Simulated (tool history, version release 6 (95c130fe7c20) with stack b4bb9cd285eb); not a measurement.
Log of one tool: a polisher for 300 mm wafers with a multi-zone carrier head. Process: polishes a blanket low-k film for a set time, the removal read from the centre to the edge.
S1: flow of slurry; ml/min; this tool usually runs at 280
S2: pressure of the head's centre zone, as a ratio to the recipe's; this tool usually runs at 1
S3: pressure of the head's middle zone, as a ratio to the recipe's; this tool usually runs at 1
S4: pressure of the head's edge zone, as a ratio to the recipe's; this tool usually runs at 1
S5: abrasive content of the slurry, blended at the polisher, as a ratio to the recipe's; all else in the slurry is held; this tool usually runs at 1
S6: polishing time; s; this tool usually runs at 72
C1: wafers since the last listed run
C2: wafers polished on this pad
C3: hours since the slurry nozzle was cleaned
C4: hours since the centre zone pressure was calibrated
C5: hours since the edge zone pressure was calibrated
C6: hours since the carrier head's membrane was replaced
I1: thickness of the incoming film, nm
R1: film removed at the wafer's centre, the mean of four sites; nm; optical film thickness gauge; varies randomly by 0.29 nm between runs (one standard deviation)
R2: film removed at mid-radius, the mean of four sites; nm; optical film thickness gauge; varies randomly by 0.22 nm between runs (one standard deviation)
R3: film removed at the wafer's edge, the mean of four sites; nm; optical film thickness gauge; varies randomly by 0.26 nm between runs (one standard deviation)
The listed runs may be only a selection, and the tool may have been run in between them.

| run | hour | S1 | S2 | S3 | S4 | S5 | S6 | C1 | C2 | C3 | C4 | C5 | C6 | I1 | R1 | R2 | R3 |
|---|---|---|---|---|---|---|---|---|---|---|---|---|---|---|---|---|---|
| 1 | 0 | 280 | 1 | 1 | 1 | 1 | 72 | 0 | 516 | 314.9 | 39.4 | 918.1 | 1509.3 | 373.3 | 29.6 | 30.3 | 31.4 |
| 2 | 24.6 | 280 | 1 | 0.95 | 1 | 1 | 72 | 354 | 870 | 339.5 | 64 | 942.7 | 1533.9 | 383.9 | 29.8 | 28.7 | 30.7 |
| 3 | 51.9 | 280 | 1 | 0.95 | 1 | 1 | 72 | 393 | 1263 | 366.8 | 91.3 | 970 | 1561.2 | 378.8 | 29.7 | 28.6 | 30.3 |
|  | 58.1 | carrier head's membrane replaced by a new one |
| 4 | 73.8 | 280 | 1 | 1 | 1 | 1 | 72 | 243 | 1507 | 388.7 | 113.2 | 991.9 | 15.7 | 376.2 | 29.7 | 28.8 | 30.3 |
| 5 | 104.6 | 280 | 0.93 | 1 | 1 | 1 | 72 | 443 | 1950 | 419.5 | 144 | 1022.7 | 46.5 | 384.3 | 27.1 | 29 | 29.9 |
|  | 128.9 | worn pad replaced by a new one |
| 6 | 139.6 | 280 | 1 | 1 | 1 | 1 | 72 | 446 | 154 | 454.5 | 179 | 1057.7 | 81.5 | 378.2 | 29.9 | 30.9 | 31.4 |
|  | 152.3 | slurry nozzle cleaned |
| 7 | 168.2 | 280 | 1 | 1 | 1 | 1 | 72 | 397 | 551 | 15.9 | 207.6 | 1086.3 | 110.1 | 379.5 | 30.1 | 30.3 | 30.8 |
| 8 | 192.7 | 280 | 1.08 | 1.04 | 1 | 1 | 52 | 352 | 904 | 40.4 | 232.1 | 1110.8 | 134.6 | 378.5 | 22.6 | 22.2 | 22.2 |
| 9 | 218.5 | 280 | 1 | 0.89 | 1 | 0.9 | 52 | 371 | 1276 | 66.2 | 257.9 | 1136.6 | 160.4 | 381.6 | 19.9 | 18 | 20.5 |
|  | 256.7 | edge zone pressure recalibrated |
| 10 | 316.2 | 350 | 1 | 1 | 1 | 0.9 | 72 | 1378 | 2654 | 163.9 | 355.6 | 59.5 | 258.1 | 384.7 | 26.6 | 26.9 | 27.4 |
|  | 320.2 | worn pad replaced by a new one |
| 11 | 352 | 280 | 1 | 0.89 | 1 | 1 | 72 | 457 | 457 | 199.7 | 391.4 | 95.3 | 293.9 | 380.1 | 29.9 | 27.4 | 30.8 |
| 12 | 367.3 | 280 | 1 | 1 | 1 | 1 | 72 | 220 | 678 | 215 | 406.7 | 110.6 | 309.2 | 378.8 | 29.8 | 29.9 | 31.1 |
| 13 | 389.2 | 370 | 1 | 0.9 | 1 | 1 | 72 | 315 | 993 | 236.9 | 428.6 | 132.5 | 331.1 | 378.9 | 30.8 | 28 | 31 |
| 14 | 421.6 | 195 | 1 | 1 | 1 | 1 | 72 | 466 | 1459 | 269.3 | 461 | 164.9 | 363.5 | 388.4 | 28.3 | 28.1 | 29.5 |
| 15 | 444.8 | 225 | 1 | 1 | 1 | 1 | 72 | 334 | 1793 | 292.5 | 484.2 | 188.1 | 386.7 | 375.2 | 28.1 | 28.4 | 29.3 |
| 16 | 476 | 280 | 1 | 0.89 | 1 | 0.9 | 52 | 449 | 2243 | 323.7 | 515.4 | 219.3 | 417.9 | 377.5 | 19 | 17.5 | 20 |
|  | 480.4 | worn pad replaced by a new one |
| 17 | 499.1 | 280 | 1 | 1 | 1.07 | 0.85 | 79 | 275 | 269 | 346.8 | 538.5 | 242.4 | 441 | 381.1 | 29.3 | 30 | 31.9 |
| 18 | 518.3 | 350 | 1 | 1.05 | 1.11 | 1 | 72 | 276 | 546 | 366 | 557.7 | 261.6 | 460.2 | 374.7 | 31.5 | 32.1 | 33.3 |
| 19 | 534.8 | 280 | 1 | 1 | 1 | 0.85 | 82 | 237 | 783 | 382.5 | 574.2 | 278.1 | 476.7 | 382.1 | 30.3 | 30.4 | 31.5 |
|  | 568 | slurry nozzle cleaned |
| 20 | 569.6 | 280 | 1 | 1 | 1.11 | 1 | 72 | 486 | 1270 | 1.6 | 609 | 312.9 | 511.5 | 379.3 | 29.3 | 29.2 | 31.7 |
| 21 | 603.9 | 280 | 1 | 1 | 1.06 | 1 | 72 | 493 | 1764 | 35.9 | 643.3 | 347.2 | 545.8 | 385.7 | 28.7 | 29.4 | 31 |

Predict each of these 5 candidate next runs independently; none follows another, all start after run 21:
| A | 604.3 | 280 | 1 | 1 | 1 | 1 | 72 | 5 | 1770 | 36.3 | 643.7 | 347.6 | 546.2 | 384 | ? | ? | ? |
| B | 604.3 | 280 | 1 | 1 | 1.11 | 1 | 90 | 5 | 1770 | 36.3 | 643.7 | 347.6 | 546.2 | 384 | ? | ? | ? |
| C | 604.3 | 245 | 1.11 | 1 | 1 | 0.85 | 72 | 5 | 1770 | 36.3 | 643.7 | 347.6 | 546.2 | 384 | ? | ? | ? |
| D | 604.3 | 280 | 0.92 | 1 | 1 | 1 | 72 | 5 | 1770 | 36.3 | 643.7 | 347.6 | 546.2 | 384 | ? | ? | ? |
| E | 604.3 | 280 | 1 | 0.93 | 1 | 1.1 | 96 | 5 | 1770 | 36.3 | 643.7 | 347.6 | 546.2 | 384 | ? | ? | ? |

| run | R1 | R2 | R3 |
|---|---|---|---|
| A | 28.9 | 29.2 | 30.1 |
| B | 36.1 | 36.4 | 39.7 |
| C | 27.4 | 25.6 | 26.6 |
| D | 27.1 | 29.2 | 30.1 |
| E | 40.8 | 38.8 | 42.6 |
Without the tool's unlogged condition, the same runs would have read:
| run | R1 | R2 | R3 |
|---|---|---|---|
| A | 30.5 | 30.8 | 31.9 |
| B | 38.2 | 38.5 | 42 |
| C | 29 | 27.1 | 28.1 |
| D | 28.7 | 30.8 | 31.9 |
| E | 43.1 | 41 | 45.1 |
